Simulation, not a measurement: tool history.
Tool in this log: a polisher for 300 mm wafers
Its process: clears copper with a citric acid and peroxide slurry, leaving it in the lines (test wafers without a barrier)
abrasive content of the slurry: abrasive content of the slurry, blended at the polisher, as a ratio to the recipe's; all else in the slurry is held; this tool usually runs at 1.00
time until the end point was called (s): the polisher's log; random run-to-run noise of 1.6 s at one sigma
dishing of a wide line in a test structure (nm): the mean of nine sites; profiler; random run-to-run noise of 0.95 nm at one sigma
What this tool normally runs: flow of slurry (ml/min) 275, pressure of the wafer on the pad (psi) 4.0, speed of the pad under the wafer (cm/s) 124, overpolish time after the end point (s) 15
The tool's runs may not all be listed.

run   hour  flow of slurry (ml/min)  pressure of the wafer on the pad (psi)  speed of the pad under the wafer (cm/s)  abrasive content of the slurry  overpolish time after the end point (s)  wafers since the last listed run  wafers polished on this pad  hours since the slurry nozzle was cleaned  hours since the head pressure was calibrated  hours since the slurry blender was calibrated  incoming thickness of the incoming film, nm  time until the end point was called (s)  dishing of a wide line in a test structure (nm)
  1    0.0                      275                                     4.0                                      124                            1.00                                       15                                 0                          396                                      445.1                                         853.3                                          371.7                                        330.0                                     85.8                                             37.2
      15.1  -- slurry blender recalibrated
  2   46.6                      275                                     4.0                                      124                            1.00                                       15                               349                          745                                      491.7                                         899.9                                           31.5                                        328.6                                     89.5                                             36.7
  3   74.1                      275                                     3.5                                      124                            1.00                                       15                               215                          961                                      519.2                                         927.4                                           59.0                                        329.8                                     98.2                                             32.9
  4  102.1                      275                                     4.0                                      124                            1.00                                       22                               219                         1180                                      547.2                                         955.4                                           87.0                                        330.3                                     88.1                                             49.9
  5  122.6                      275                                     4.0                                      124                            1.00                                       22                               160                         1341                                      567.7                                         975.9                                          107.5                                        330.4                                     87.7                                             50.8
  6  148.1                      275                                     4.0                                      124                            1.00                                       17                               199                         1540                                      593.2                                        1001.4                                          133.0                                        323.8                                     84.7                                             41.0
  7  176.5                      275                                     4.0                                      124                            1.00                                       17                               222                         1763                                      621.6                                        1029.8                                          161.4                                        322.8                                     85.8                                             39.6
     184.3  -- worn pad replaced by a new one
  8  197.7                      275                                     4.0                                      124                            1.00                                       17                               134                          104                                      642.8                                        1051.0                                          182.6                                        330.9                                     90.0                                             40.5
  9  217.7                      275                                     2.7                                      112                            1.30                                       19                               156                          261                                      662.8                                        1071.0                                          202.6                                        328.9                                    115.3                                             33.5
     249.0  -- head pressure recalibrated
 10  250.7                      275                                     4.0                                      124                            1.00                                       15                               242                          504                                      695.8                                           1.7                                          235.6                                        332.8                                     78.9                                             40.7
 11  270.6                      275                                     4.0                                      136                            1.00                                       15                               155                          659                                      715.7                                          21.6                                          255.5                                        327.8                                     69.4                                             42.6
 12  297.3                      340                                     4.0                                      124                            1.00                                       21                               209                          869                                      742.4                                          48.3                                          282.2                                        325.3                                     73.9                                             50.7
     324.6  -- slurry nozzle cleaned
 13  404.9                      335                                     4.0                                       80                            1.00                                       15                               835                         1704                                       80.3                                         155.9                                          389.8                                        332.7                                    119.7                                             28.1
     414.8  -- worn pad replaced by a new one
 14  419.1                      275                                     4.0                                      138                            1.00                                       23                                79                           33                                       94.5                                         170.1                                          404.0                                        333.4                                     74.2                                             61.2
 15  432.8                      345                                     5.4                                      124                            0.90                                       15                               107                          140                                      108.2                                         183.8                                          417.7                                        325.4                                     63.7                                             48.7
     437.6  -- slurry blender recalibrated
 16  447.5                      275                                     5.4                                      124                            1.00                                        7                                99                          240                                      122.9                                         198.5                                            9.9                                        332.6                                     61.9                                             26.3
 17  467.2                      215                                     4.0                                      124                            0.75                                       15                               154                          394                                      142.6                                         218.2                                           29.6                                        329.4                                     92.0                                             34.7
 18  488.8                      200                                     4.0                                       84                            1.00                                       20                               169                          563                                      164.2                                         239.8                                           51.2                                        329.9                                    117.1                                             37.5
 19  522.4                      230                                     4.0                                      142                            1.00                                       15                               263                          826                                      197.8                                         273.4                                           84.8                                        329.0                                     71.1                                             42.3
 20  546.7                      245                                     4.0                                      140                            1.15                                       21                               190                         1017                                      222.1                                         297.7                                          109.1                                        326.6                                     68.5                                             58.1
 21  582.0                      300                                     4.0                                      152                            1.00                                       15                               276                         1293                                      257.4                                         333.0                                          144.4                                        327.0                                     66.7                                             45.9
     611.3  -- worn pad replaced by a new one
 22  611.8                      195                                     4.0                                      160                            1.00                                       15                               202                            3                                      287.2                                         362.8                                          174.2                                        332.2                                     68.4                                             45.1
 23  642.0                      275                                     3.2                                      112                            1.00                                       20                               236                          240                                      317.4                                         393.0                                          204.4                                        330.4                                    108.3                                             38.3
 24  658.0                      275                                     4.0                                      124                            0.90                                       11                               125                          365                                      333.4                                         409.0                                          220.4                                        331.4                                     86.3                                             29.6
 25  680.1                      275                                     4.0                                      124                            1.00                                       15                               173                          539                                      355.5                                         431.1                                          242.5                                        327.4                                     81.0                                             38.8
 26  714.9                      275                                     4.0                                      124                            1.00                                       15                               272                          811                                      390.3                                         465.9                                          277.3                                        334.7                                     84.4                                             38.4
 27  731.0                      195                                     4.0                                      160                            1.00                                       15                               126                          937                                      406.4                                         482.0                                          293.4                                        334.1                                     68.1                                             44.8
 28  752.9                      195                                     2.8                                      124                            1.15                                       20                               171                         1109                                      428.3                                         503.9                                          315.3                                        329.8                                    109.8                                             40.2

Pick out some run-to-run changes in time until the end point was called (s). Of each, how much would a tool without hidden state show as well, from the settings, what came in and chance, and how much is left for the hidden state and any gauge scatter not in both results compared?
Unlogged tool condition in this case: removal rate lost through wear of the pad, %; slurry flow missing at the pad, %; deviation of the head's pressure from its setpoint, %; abrasive missing from the slurry, %.
Run 8 -> 9: pressure of the wafer on the pad (psi) 4.0 -> 2.7, speed of the pad under the wafer (cm/s) 124 -> 112, abrasive content of the slurry 1.00 -> 1.30, overpolish time after the end point (s) 17 -> 19. time until the end point was called (s) +25.3: hidden state +2.3, all else +23.0.
Run 9 -> 10: pressure of the wafer on the pad (psi) 2.7 -> 4.0, speed of the pad under the wafer (cm/s) 112 -> 124, abrasive content of the slurry 1.30 -> 1.00, overpolish time after the end point (s) 19 -> 15, head pressure recalibrated. time until the end point was called (s) -36.4: hidden state -10.5, all else -25.9.
Run 12 -> 13: flow of slurry (ml/min) 340 -> 335, speed of the pad under the wafer (cm/s) 124 -> 80, overpolish time after the end point (s) 21 -> 15, slurry nozzle cleaned. time until the end point was called (s) +45.8: hidden state +1.0, all else +44.8.
Run 18 -> 19: flow of slurry (ml/min) 200 -> 230, speed of the pad under the wafer (cm/s) 84 -> 142, overpolish time after the end point (s) 20 -> 15. time until the end point was called (s) -46.0: hidden state -0.3, all else -45.7.
